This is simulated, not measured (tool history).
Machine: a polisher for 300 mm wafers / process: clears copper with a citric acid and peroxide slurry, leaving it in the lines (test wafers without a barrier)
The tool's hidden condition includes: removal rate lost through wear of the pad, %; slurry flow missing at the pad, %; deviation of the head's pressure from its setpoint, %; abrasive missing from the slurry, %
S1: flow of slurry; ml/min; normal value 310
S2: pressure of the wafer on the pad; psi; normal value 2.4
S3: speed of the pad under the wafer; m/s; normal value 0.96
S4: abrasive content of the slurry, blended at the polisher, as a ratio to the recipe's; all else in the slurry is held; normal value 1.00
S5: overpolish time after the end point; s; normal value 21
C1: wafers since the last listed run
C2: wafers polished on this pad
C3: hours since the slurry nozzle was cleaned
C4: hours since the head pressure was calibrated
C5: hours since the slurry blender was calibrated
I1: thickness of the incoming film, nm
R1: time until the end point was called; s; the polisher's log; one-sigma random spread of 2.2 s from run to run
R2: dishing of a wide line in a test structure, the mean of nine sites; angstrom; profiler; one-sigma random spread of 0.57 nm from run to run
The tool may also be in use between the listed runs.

run,hour,S1,S2,S3,S4,S5,C1,C2,C3,C4,C5,I1,R1,R2
1,0.0,375,2.4,0.96,1.00,29,0,3148,34.4,314.0,114.2,213.2,123.0,356
2,65.2,375,2.4,0.96,1.00,29,396,3545,99.6,379.2,179.4,206.9,118.1,349
3,139.2,310,2.4,0.96,1.00,21,450,3996,173.6,453.2,253.4,208.5,127.5,248
4,194.2,310,2.4,0.96,1.00,21,334,4331,228.6,508.2,308.4,210.3,130.0,244
# hour 209.3: worn pad replaced by a new one
5,262.6,310,2.4,1.14,0.90,25,392,324,297.0,576.6,376.8,213.7,108.0,337
6,362.4,310,2.4,0.96,1.00,21,607,932,396.8,676.4,476.6,208.4,119.8,255
# hour 371.9: head pressure recalibrated
7,425.7,310,2.4,0.96,1.00,21,373,1305,460.1,53.8,539.9,213.3,125.4,260
8,503.1,310,2.4,0.96,1.00,14,471,1776,537.5,131.2,617.3,208.2,126.5,177
9,572.2,310,3.0,0.96,1.10,31,420,2197,606.6,200.3,686.4,212.0,101.6,452
# hour 615.4: slurry blender recalibrated
10,657.3,310,2.4,0.96,1.00,21,505,2703,691.7,285.4,41.9,214.1,129.4,263
11,758.9,220,1.7,0.96,0.80,13,618,3321,793.3,387.0,143.5,208.7,202.1,99
# hour 786.5: slurry nozzle cleaned
12,822.2,265,2.4,0.86,0.90,21,379,3700,35.7,450.3,206.8,212.7,142.5,233
# hour 1023.6: worn pad replaced by a new one
13,1024.1,310,2.4,0.96,1.10,21,1204,3,237.6,652.2,408.7,211.6,121.3,276
14,1114.8,310,2.0,1.26,1.00,21,552,555,328.3,742.9,499.4,208.1,112.3,273
# hour 1205.7: head pressure recalibrated
# hour 1429.1: slurry blender recalibrated
15,1433.3,245,2.4,0.96,1.25,11,1914,2469,646.8,227.6,4.2,211.1,126.1,142
16,1480.1,405,2.4,1.24,1.00,21,284,2754,693.6,274.4,51.0,210.1,103.0,311
# hour 1486.6: slurry nozzle cleaned
17,1542.8,415,2.4,1.24,1.25,28,375,3130,56.2,337.1,113.7,206.7,94.4,414
18,1593.5,310,2.4,0.96,1.00,10,308,3439,106.9,387.8,164.4,208.8,121.5,133
19,1636.7,385,2.4,1.20,1.00,21,263,3702,150.1,431.0,207.6,206.9,98.0,307
20,1715.4,310,3.1,0.96,1.20,21,479,4181,228.8,509.7,286.3,211.2,96.5,315
# hour 1765.1: worn pad replaced by a new one
# hour 1847.1: head pressure recalibrated
21,1874.2,420,2.8,0.96,1.00,21,930,652,387.6,27.1,445.1,206.1,97.9,316
22,1913.4,310,2.4,0.82,1.00,12,238,890,426.8,66.3,484.3,210.5,135.7,137
23,2010.3,310,2.4,0.96,1.00,21,589,1480,523.7,163.2,581.2,211.0,127.0,261
24,2095.7,310,2.4,0.96,1.00,21,519,2000,609.1,248.6,666.6,212.4,126.2,254
25,2134.1,395,1.9,0.96,0.90,29,233,2234,647.5,287.0,705.0,208.4,153.4,281
26,2195.4,310,1.7,0.96,1.25,21,373,2607,708.8,348.3,766.3,211.7,167.0,188
# hour 2223.6: slurry nozzle cleaned
# hour 2246.5: slurry blender recalibrated
27,2294.3,310,2.4,0.96,1.00,11,583,3191,70.7,447.2,47.8,210.5,123.1,144

Give the tool's hidden conditions for every run:
deviation of the head's pressure from its setpoint, %: 0 in every run
abrasive missing from the slurry, %: 0 in every run
H1: removal rate lost through wear of the pad, %
H2: slurry flow missing at the pad, %
run,H1,H2
1,6.25,8.32
2,7.45,16.8
3,9,24.1
4,10.3,28.3
5,1.05,32.3
6,1.4,36.5
7,1.79,38.4
8,2.45,40.2
9,3.2,41.3
10,4.36,42.4
11,6.05,43.2
12,7.28,7.2
13,0.219,27.6
14,0.358,32.5
15,3.02,40.6
16,3.7,41.1
17,4.72,9.59
18,5.64,15.8
19,6.49,20.2
20,8.21,26.5
21,0.504,34.4
22,0.672,35.7
23,1.31,38.1
24,2.13,39.5
25,2.58,40.1
26,3.4,40.7
27,4.98,11.7
